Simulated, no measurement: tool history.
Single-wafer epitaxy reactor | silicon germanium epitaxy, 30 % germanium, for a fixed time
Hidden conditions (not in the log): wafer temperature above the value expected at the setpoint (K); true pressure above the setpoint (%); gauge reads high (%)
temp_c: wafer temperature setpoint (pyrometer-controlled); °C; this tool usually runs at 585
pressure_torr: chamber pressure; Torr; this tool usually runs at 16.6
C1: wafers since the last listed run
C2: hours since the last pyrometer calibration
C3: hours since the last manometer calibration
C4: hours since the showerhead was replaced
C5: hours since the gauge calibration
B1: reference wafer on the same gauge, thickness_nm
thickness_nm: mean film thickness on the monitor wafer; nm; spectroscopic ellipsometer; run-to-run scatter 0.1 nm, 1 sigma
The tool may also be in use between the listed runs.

{"run": 1, "day": 0.0, "temp_c": 585, "pressure_torr": 16.6, "C1": 0, "C2": 1730.7, "C3": 1594.3, "C4": 1987.5, "C5": 669.3, "B1": 34.381, "thickness_nm": 44.445}
{"run": 2, "day": 1.933, "temp_c": 585, "pressure_torr": 16.6, "C1": 740, "C2": 1777.1, "C3": 1640.7, "C4": 2033.9, "C5": 715.7, "B1": 34.413, "thickness_nm": 44.695}
{"day": 2.883, "done": "gauge calibrated"}
{"run": 3, "day": 4.471, "temp_c": 585, "pressure_torr": 16.6, "C1": 971, "C2": 1838.0, "C3": 1701.6, "C4": 2094.8, "C5": 38.1, "B1": 34.376, "thickness_nm": 44.539}
{"run": 4, "day": 7.333, "temp_c": 585, "pressure_torr": 16.6, "C1": 1096, "C2": 1906.7, "C3": 1770.3, "C4": 2163.5, "C5": 106.8, "B1": 34.39, "thickness_nm": 44.858}
{"run": 5, "day": 9.233, "temp_c": 585, "pressure_torr": 16.6, "C1": 727, "C2": 1952.3, "C3": 1815.9, "C4": 2209.1, "C5": 152.4, "B1": 34.395, "thickness_nm": 44.906}
{"run": 6, "day": 10.546, "temp_c": 592, "pressure_torr": 13.8, "C1": 502, "C2": 1983.8, "C3": 1847.4, "C4": 2240.6, "C5": 183.9, "B1": 34.412, "thickness_nm": 46.33}
{"run": 7, "day": 16.162, "temp_c": 592, "pressure_torr": 13.8, "C1": 2151, "C2": 2118.6, "C3": 1982.2, "C4": 2375.4, "C5": 318.7, "B1": 34.412, "thickness_nm": 46.443}
{"day": 18.992, "done": "pyrometer calibrated"}
{"run": 8, "day": 22.642, "temp_c": 574, "pressure_torr": 16.6, "C1": 2354, "C2": 87.6, "C3": 2137.7, "C4": 2530.9, "C5": 474.2, "B1": 34.419, "thickness_nm": 34.96}
{"day": 23.758, "done": "capacitance manometer re-zeroed and calibrated"}
{"run": 9, "day": 25.479, "temp_c": 574, "pressure_torr": 16.6, "C1": 959, "C2": 155.7, "C3": 41.3, "C4": 2599.0, "C5": 542.3, "B1": 34.383, "thickness_nm": 33.976}
{"run": 10, "day": 26.779, "temp_c": 574, "pressure_torr": 16.6, "C1": 497, "C2": 186.9, "C3": 72.5, "C4": 2630.2, "C5": 573.5, "B1": 34.408, "thickness_nm": 34.123}
{"day": 29.542, "done": "showerhead replaced"}
{"run": 11, "day": 29.671, "temp_c": 585, "pressure_torr": 16.6, "C1": 979, "C2": 256.3, "C3": 141.9, "C4": 3.1, "C5": 642.9, "B1": 34.408, "thickness_nm": 42.31}
{"run": 12, "day": 32.088, "temp_c": 598, "pressure_torr": 19.5, "C1": 925, "C2": 314.3, "C3": 199.9, "C4": 61.1, "C5": 700.9, "B1": 34.393, "thickness_nm": 59.422}
{"day": 33.342, "done": "gauge calibrated"}
{"run": 13, "day": 33.721, "temp_c": 574, "pressure_torr": 12.5, "C1": 625, "C2": 353.5, "C3": 239.1, "C4": 100.3, "C5": 9.1, "B1": 34.4, "thickness_nm": 29.468}

Run 14, settings as shown, results not yet in. Your forecast:
{"run": 14, "day": 35.821, "temp_c": 585, "pressure_torr": 16.6, "C1": 804, "C2": 403.9, "C3": 289.5, "C4": 150.7, "C5": 59.5, "B1": "?", "thickness_nm": "?"}

B1: 34.408
thickness_nm: 42.823 nm
Minus the tool's unlogged condition, the same run would have read thickness_nm 41.460 nm.

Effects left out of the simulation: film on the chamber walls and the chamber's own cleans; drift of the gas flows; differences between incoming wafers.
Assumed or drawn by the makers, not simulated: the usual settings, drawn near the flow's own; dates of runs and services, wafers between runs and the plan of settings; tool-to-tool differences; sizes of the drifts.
